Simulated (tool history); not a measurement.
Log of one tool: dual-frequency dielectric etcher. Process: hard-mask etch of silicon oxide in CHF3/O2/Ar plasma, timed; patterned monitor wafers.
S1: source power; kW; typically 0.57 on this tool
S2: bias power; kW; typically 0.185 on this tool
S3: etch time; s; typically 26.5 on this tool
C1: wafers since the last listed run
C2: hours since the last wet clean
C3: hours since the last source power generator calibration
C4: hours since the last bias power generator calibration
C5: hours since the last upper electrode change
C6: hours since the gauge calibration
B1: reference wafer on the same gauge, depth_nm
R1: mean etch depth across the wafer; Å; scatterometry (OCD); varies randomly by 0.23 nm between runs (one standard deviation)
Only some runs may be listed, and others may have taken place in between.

{"run": 1, "hour": 0.0, "S1": 0.57, "S2": 0.185, "S3": 26.5, "C1": 0, "C2": 42.8, "C3": 4891.3, "C4": 1971.3, "C5": 1604.3, "C6": 566.6, "B1": 51.5, "R1": 559}
{"run": 2, "hour": 26.7, "S1": 0.57, "S2": 0.185, "S3": 26.5, "C1": 411, "C2": 69.5, "C3": 4918, "C4": 1998, "C5": 1631, "C6": 593.3, "B1": 51.5, "R1": 558}
{"run": 3, "hour": 52.0, "S1": 0.57, "S2": 0.185, "S3": 26.5, "C1": 389, "C2": 94.8, "C3": 4943.3, "C4": 2023.3, "C5": 1656.3, "C6": 618.6, "B1": 51.5, "R1": 563}
{"run": 4, "hour": 86.3, "S1": 0.57, "S2": 0.185, "S3": 26.5, "C1": 528, "C2": 129.1, "C3": 4977.6, "C4": 2057.6, "C5": 1690.6, "C6": 652.9, "B1": 51.5, "R1": 562}
{"run": 5, "hour": 104.4, "S1": 0.57, "S2": 0.185, "S3": 26.5, "C1": 278, "C2": 147.2, "C3": 4995.7, "C4": 2075.7, "C5": 1708.7, "C6": 671, "B1": 51.5, "R1": 558}
{"run": 6, "hour": 118.9, "S1": 0.57, "S2": 0.185, "S3": 26.5, "C1": 223, "C2": 161.7, "C3": 5010.2, "C4": 2090.2, "C5": 1723.2, "C6": 685.5, "B1": 51.5, "R1": 562}
{"run": 7, "hour": 137.3, "S1": 0.57, "S2": 0.185, "S3": 26.5, "C1": 283, "C2": 180.1, "C3": 5028.6, "C4": 2108.6, "C5": 1741.6, "C6": 703.9, "B1": 51.5, "R1": 562}
{"run": 8, "hour": 151.7, "S1": 0.57, "S2": 0.185, "S3": 26.5, "C1": 221, "C2": 194.5, "C3": 5043, "C4": 2123, "C5": 1756, "C6": 718.3, "B1": 51.6, "R1": 564}
{"run": 9, "hour": 177.4, "S1": 0.57, "S2": 0.185, "S3": 26.5, "C1": 395, "C2": 220.2, "C3": 5068.7, "C4": 2148.7, "C5": 1781.7, "C6": 744, "B1": 51.5, "R1": 566}
{"run": 10, "hour": 191.4, "S1": 0.57, "S2": 0.185, "S3": 26.5, "C1": 215, "C2": 234.2, "C3": 5082.7, "C4": 2162.7, "C5": 1795.7, "C6": 758, "B1": 51.4, "R1": 565}
{"run": 11, "hour": 204.9, "S1": 0.53, "S2": 0.185, "S3": 26.5, "C1": 207, "C2": 247.7, "C3": 5096.2, "C4": 2176.2, "C5": 1809.2, "C6": 771.5, "B1": 51.5, "R1": 556}
{"run": 12, "hour": 230.6, "S1": 0.57, "S2": 0.185, "S3": 26.5, "C1": 395, "C2": 273.4, "C3": 5121.9, "C4": 2201.9, "C5": 1834.9, "C6": 797.2, "B1": 51.5, "R1": 567}
{"run": 13, "hour": 265.3, "S1": 0.65, "S2": 0.206, "S3": 24, "C1": 534, "C2": 308.1, "C3": 5156.6, "C4": 2236.6, "C5": 1869.6, "C6": 831.9, "B1": 51.5, "R1": 553}
{"run": 14, "hour": 278.3, "S1": 0.43, "S2": 0.23, "S3": 21, "C1": 200, "C2": 321.1, "C3": 5169.6, "C4": 2249.6, "C5": 1882.6, "C6": 844.9, "B1": 51.5, "R1": 452}
{"hour": 301.1, "done": "gauge calibrated"}
{"run": 15, "hour": 302.6, "S1": 0.48, "S2": 0.17, "S3": 20.5, "C1": 374, "C2": 345.4, "C3": 5193.9, "C4": 2273.9, "C5": 1906.9, "C6": 1.5, "B1": 51.4, "R1": 407}
{"run": 16, "hour": 334.7, "S1": 0.57, "S2": 0.185, "S3": 26.5, "C1": 494, "C2": 377.5, "C3": 5226, "C4": 2306, "C5": 1939, "C6": 33.6, "B1": 51.5, "R1": 568}
{"run": 17, "hour": 347.2, "S1": 0.61, "S2": 0.141, "S3": 29.5, "C1": 192, "C2": 390, "C3": 5238.5, "C4": 2318.5, "C5": 1951.5, "C6": 46.1, "B1": 51.6, "R1": 584}
{"run": 18, "hour": 360.6, "S1": 0.48, "S2": 0.17, "S3": 20.5, "C1": 206, "C2": 403.4, "C3": 5251.9, "C4": 2331.9, "C5": 1964.9, "C6": 59.5, "B1": 51.5, "R1": 407}
{"hour": 387.9, "done": "bias power generator calibrated"}
{"run": 19, "hour": 392.8, "S1": 0.61, "S2": 0.215, "S3": 30, "C1": 434, "C2": 435.6, "C3": 5284.1, "C4": 4.9, "C5": 1997.1, "C6": 91.7, "B1": 51.5, "R1": 696}
{"run": 20, "hour": 418.6, "S1": 0.57, "S2": 0.203, "S3": 29, "C1": 397, "C2": 461.4, "C3": 5309.9, "C4": 30.7, "C5": 2022.9, "C6": 117.5, "B1": 51.5, "R1": 641}
{"run": 21, "hour": 444.6, "S1": 0.57, "S2": 0.214, "S3": 26.5, "C1": 400, "C2": 487.4, "C3": 5335.9, "C4": 56.7, "C5": 2048.9, "C6": 143.5, "B1": 51.6, "R1": 601}
{"run": 22, "hour": 468.4, "S1": 0.57, "S2": 0.185, "S3": 26.5, "C1": 366, "C2": 511.2, "C3": 5359.7, "C4": 80.5, "C5": 2072.7, "C6": 167.3, "B1": 51.5, "R1": 569}
{"hour": 492.4, "done": "upper electrode replaced"}
{"run": 23, "hour": 492.9, "S1": 0.48, "S2": 0.142, "S3": 20, "C1": 7, "C2": 535.7, "C3": 5384.2, "C4": 105, "C5": 0.5, "C6": 191.8, "B1": 51.5, "R1": 372}
{"hour": 526.3, "done": "wet clean of the chamber"}
{"run": 24, "hour": 526.8, "S1": 0.57, "S2": 0.185, "S3": 26.5, "C1": 152, "C2": 0.5, "C3": 5418.1, "C4": 138.9, "C5": 34.4, "C6": 225.7, "B1": 51.4, "R1": 561}
{"hour": 593.6, "done": "source power generator calibrated"}
{"run": 25, "hour": 630.6, "S1": 0.57, "S2": 0.185, "S3": 26.5, "C1": 1536, "C2": 104.3, "C3": 37, "C4": 242.7, "C5": 138.2, "C6": 329.5, "B1": 51.5, "R1": 565}
{"run": 26, "hour": 657.8, "S1": 0.57, "S2": 0.185, "S3": 31, "C1": 418, "C2": 131.5, "C3": 64.2, "C4": 269.9, "C5": 165.4, "C6": 356.7, "B1": 51.4, "R1": 658}
{"run": 27, "hour": 692.9, "S1": 0.57, "S2": 0.185, "S3": 26.5, "C1": 540, "C2": 166.6, "C3": 99.3, "C4": 305, "C5": 200.5, "C6": 391.8, "B1": 51.5, "R1": 565}
{"run": 28, "hour": 757.2, "S1": 0.57, "S2": 0.185, "S3": 20.5, "C1": 990, "C2": 230.9, "C3": 163.6, "C4": 369.3, "C5": 264.8, "C6": 456.1, "B1": 51.5, "R1": 438}
{"run": 29, "hour": 773.3, "S1": 0.57, "S2": 0.207, "S3": 26.5, "C1": 247, "C2": 247, "C3": 179.7, "C4": 385.4, "C5": 280.9, "C6": 472.2, "B1": 51.5, "R1": 595}
{"run": 30, "hour": 807.2, "S1": 0.57, "S2": 0.185, "S3": 26.5, "C1": 521, "C2": 280.9, "C3": 213.6, "C4": 419.3, "C5": 314.8, "C6": 506.1, "B1": 51.6, "R1": 571}
{"run": 31, "hour": 832.7, "S1": 0.57, "S2": 0.185, "S3": 26.5, "C1": 392, "C2": 306.4, "C3": 239.1, "C4": 444.8, "C5": 340.3, "C6": 531.6, "B1": 51.5, "R1": 566}

What was the tool's hidden state at every run in the log?
source power that arrives over what is set, %: 0 at every run
bias power that arrives over what is set, %: 0 at every run
gauge reads high (%): 0 at every run
H1: etch rate over this chamber's usual, %
run=1 H1=0.171
run=2 H1=0.292
run=3 H1=0.406
run=4 H1=0.562
run=5 H1=0.644
run=6 H1=0.71
run=7 H1=0.794
run=8 H1=0.859
run=9 H1=0.976
run=10 H1=1.04
run=11 H1=1.1
run=12 H1=1.22
run=13 H1=1.37
run=14 H1=1.43
run=15 H1=1.54
run=16 H1=1.69
run=17 H1=1.75
run=18 H1=1.81
run=19 H1=1.95
run=20 H1=2.07
run=21 H1=2.19
run=22 H1=2.3
run=23 H1=2.41
run=24 H1=0.237
run=25 H1=0.708
run=26 H1=0.831
run=27 H1=0.991
run=28 H1=1.28
run=29 H1=1.36
run=30 H1=1.51
run=31 H1=1.62
